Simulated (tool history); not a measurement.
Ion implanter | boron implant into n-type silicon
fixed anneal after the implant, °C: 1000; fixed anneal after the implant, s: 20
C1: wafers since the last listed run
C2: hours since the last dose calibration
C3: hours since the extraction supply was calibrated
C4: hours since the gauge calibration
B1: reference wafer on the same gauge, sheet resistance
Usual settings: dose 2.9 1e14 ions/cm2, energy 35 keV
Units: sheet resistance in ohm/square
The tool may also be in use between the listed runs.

Run 1, hour 0: usual settings; C1 0; C2 970; C3 3873.3; C4 768.1; B1 397.66. Result: sheet resistance 338.16 ohm/square.
Run 2, hour 17.1: usual settings; C1 436; C2 987.1; C3 3890.4; C4 785.2; B1 397.58. Result: sheet resistance 337.74 ohm/square.
Run 3, hour 51: usual settings but dose 3.47 1e14 ions/cm2, energy 26 keV; C1 866; C2 1021; C3 3924.3; C4 819.1; B1 397.8. Result: sheet resistance 299.53 ohm/square.
Run 4, hour 73.3: usual settings but dose 2.22 1e14 ions/cm2; C1 569; C2 1043.3; C3 3946.6; C4 841.4; B1 397.89. Result: sheet resistance 410.08 ohm/square.
Run 5, hour 85.6: usual settings but dose 2.22 1e14 ions/cm2; C1 314; C2 1055.6; C3 3958.9; C4 853.7; B1 397.76. Result: sheet resistance 411.06 ohm/square.
Run 6, hour 110.2: usual settings but dose 2.22 1e14 ions/cm2; C1 628; C2 1080.2; C3 3983.5; C4 878.3; B1 398.12. Result: sheet resistance 408.13 ohm/square.
Run 7, hour 144.3: usual settings; C1 871; C2 1114.3; C3 4017.6; C4 912.4; B1 398.13. Result: sheet resistance 333.82 ohm/square.
Run 8, hour 166.4: usual settings; C1 564; C2 1136.4; C3 4039.7; C4 934.5; B1 397.3. Result: sheet resistance 336.18 ohm/square.
Run 9, hour 193.5: usual settings; C1 692; C2 1163.5; C3 4066.8; C4 961.6; B1 398.24. Result: sheet resistance 336.86 ohm/square.
Run 10, hour 224.9: usual settings; C1 802; C2 1194.9; C3 4098.2; C4 993; B1 397.67. Result: sheet resistance 337.31 ohm/square.
Run 11, hour 251.7: usual settings; C1 684; C2 1221.7; C3 4125; C4 1019.8; B1 398. Result: sheet resistance 335.29 ohm/square.
Run 12, hour 287.1: usual settings; C1 904; C2 1257.1; C3 4160.4; C4 1055.2; B1 397.88. Result: sheet resistance 336.05 ohm/square.
Run 13, hour 312.9: usual settings; C1 659; C2 1282.9; C3 4186.2; C4 1081; B1 397.78. Result: sheet resistance 335.37 ohm/square.
Run 14, hour 326.5: usual settings but dose 2.44 1e14 ions/cm2, energy 42 keV; C1 347; C2 1296.5; C3 4199.8; C4 1094.6; B1 398.02. Result: sheet resistance 372.46 ohm/square.
Run 15, hour 357.4: usual settings but dose 2.22 1e14 ions/cm2; C1 789; C2 1327.4; C3 4230.7; C4 1125.5; B1 398.01. Result: sheet resistance 411.34 ohm/square.
Run 16, hour 381.7: usual settings; C1 620; C2 1351.7; C3 4255; C4 1149.8; B1 398.75. Result: sheet resistance 336.85 ohm/square.
Run 17, hour 398.5: usual settings but dose 2.57 1e14 ions/cm2, energy 31.5 keV; C1 429; C2 1368.5; C3 4271.8; C4 1166.6; B1 397.77. Result: sheet resistance 371.12 ohm/square.
At hour 438.8: extraction supply calibrated.
Run 18, hour 503.7: usual settings but dose 2.25 1e14 ions/cm2; C1 2483; C2 1473.7; C3 64.9; C4 1271.8; B1 398.04. Result: sheet resistance 406.72 ohm/square.
Run 19, hour 525: usual settings but dose 3.5 1e14 ions/cm2, energy 24 keV; C1 544; C2 1495; C3 86.2; C4 1293.1; B1 397.45. Result: sheet resistance 297.44 ohm/square.
Run 20, hour 557.5: usual settings but energy 31 keV; C1 830; C2 1527.5; C3 118.7; C4 1325.6; B1 398.89. Result: sheet resistance 338.97 ohm/square.
Run 21, hour 576.9: usual settings but dose 2.32 1e14 ions/cm2, energy 44.5 keV; C1 495; C2 1546.9; C3 138.1; C4 1345; B1 398.29. Result: sheet resistance 382.47 ohm/square.
At hour 596.3: Faraday cup replaced and dose calibrated.
Run 22, hour 596.8: usual settings but dose 3.6 1e14 ions/cm2, energy 30.5 keV; C1 304; C2 0.5; C3 158; C4 1364.9; B1 397.84. Result: sheet resistance 287.34 ohm/square.
Run 23, hour 663.4: usual settings but dose 2.59 1e14 ions/cm2; C1 1701; C2 67.1; C3 224.6; C4 1431.5; B1 397.51. Result: sheet resistance 364.48 ohm/square.
At hour 708.5: gauge calibrated.
Run 24, hour 743.5: usual settings but dose 2.54 1e14 ions/cm2, energy 45 keV; C1 2046; C2 147.2; C3 304.7; C4 35; B1 398.23. Result: sheet resistance 356.07 ohm/square.
Run 25, hour 775.7: usual settings but dose 2.19 1e14 ions/cm2, energy 46.5 keV; C1 822; C2 179.4; C3 336.9; C4 67.2; B1 397.93. Result: sheet resistance 397.85 ohm/square.
Run 26, hour 823.9: usual settings but dose 2.25 1e14 ions/cm2; C1 1231; C2 227.6; C3 385.1; C4 115.4; B1 398.39. Result: sheet resistance 409.95 ohm/square.
Run 27, hour 843.8: usual settings but dose 3.65 1e14 ions/cm2, energy 28 keV; C1 508; C2 247.5; C3 405; C4 135.3; B1 398. Result: sheet resistance 286.53 ohm/square.
Run 28, hour 856.5: usual settings but dose 3.6 1e14 ions/cm2, energy 30.5 keV; C1 324; C2 260.2; C3 417.7; C4 148; B1 398.35. Result: sheet resistance 286.42 ohm/square.
Run 29, hour 869.7: usual settings but energy 43 keV; C1 337; C2 273.4; C3 430.9; C4 161.2; B1 397.91. Result: sheet resistance 326.11 ohm/square.
Run 30, hour 899.3: usual settings; C1 756; C2 303; C3 460.5; C4 190.8; B1 398.77. Result: sheet resistance 332.61 ohm/square.
Run 31, hour 921.1: usual settings but dose 2.35 1e14 ions/cm2; C1 557; C2 324.8; C3 482.3; C4 212.6; B1 398.12. Result: sheet resistance 393.38 ohm/square.
Run 32, hour 936.6: usual settings but dose 2.15 1e14 ions/cm2, energy 31 keV; C1 396; C2 340.3; C3 497.8; C4 228.1; B1 398.11. Result: sheet resistance 430.18 ohm/square.
Run 33, hour 956.8: usual settings but dose 3.6 1e14 ions/cm2, energy 30.5 keV; C1 516; C2 360.5; C3 518; C4 248.3; B1 398.8. Result: sheet resistance 285.56 ohm/square.
Run 34, hour 974.2: usual settings but dose 3.16 1e14 ions/cm2; C1 444; C2 377.9; C3 535.4; C4 265.7; B1 397.45. Result: sheet resistance 315.98 ohm/square.
Run 35, hour 994.1: usual settings; C1 508; C2 397.8; C3 555.3; C4 285.6; B1 397.61. Result: sheet resistance 333.58 ohm/square.
Run 36, hour 1012.2: usual settings; C1 462; C2 415.9; C3 573.4; C4 303.7; B1 398.76. Result: sheet resistance 335.29 ohm/square.
Run 37, hour 1028.9: usual settings; C1 426; C2 432.6; C3 590.1; C4 320.4; B1 398.25. Result: sheet resistance 334.81 ohm/square.

4 ways to go on from here, each from the tool as it stands after run 37. What would each give?
Run A, hour 1029.3: usual settings but energy 23.5 keV; C1 10; C2 433; C3 590.5; C4 320.8; B1 ?. Result: sheet resistance ?.
Run B, hour 1029.3: usual settings but energy 40.5 keV; C1 10; C2 433; C3 590.5; C4 320.8; B1 ?. Result: sheet resistance ?.
Run C, hour 1029.3: usual settings but dose 2.34 1e14 ions/cm2; C1 10; C2 433; C3 590.5; C4 320.8; B1 ?. Result: sheet resistance ?.
Run D, hour 1029.3: usual settings but dose 2.36 1e14 ions/cm2, energy 44 keV; C1 10; C2 433; C3 590.5; C4 320.8; B1 ?. Result: sheet resistance ?.

run     B1  sheet resistance
  A  398.3            348.55
  B  398.3            329.26
  C  398.3            394.04
  D  398.3            380.16
Without the tool's hidden state the same runs would have given:
run  sheet resistance
  A            348.55
  B            329.26
  C            394.04
  D            380.16

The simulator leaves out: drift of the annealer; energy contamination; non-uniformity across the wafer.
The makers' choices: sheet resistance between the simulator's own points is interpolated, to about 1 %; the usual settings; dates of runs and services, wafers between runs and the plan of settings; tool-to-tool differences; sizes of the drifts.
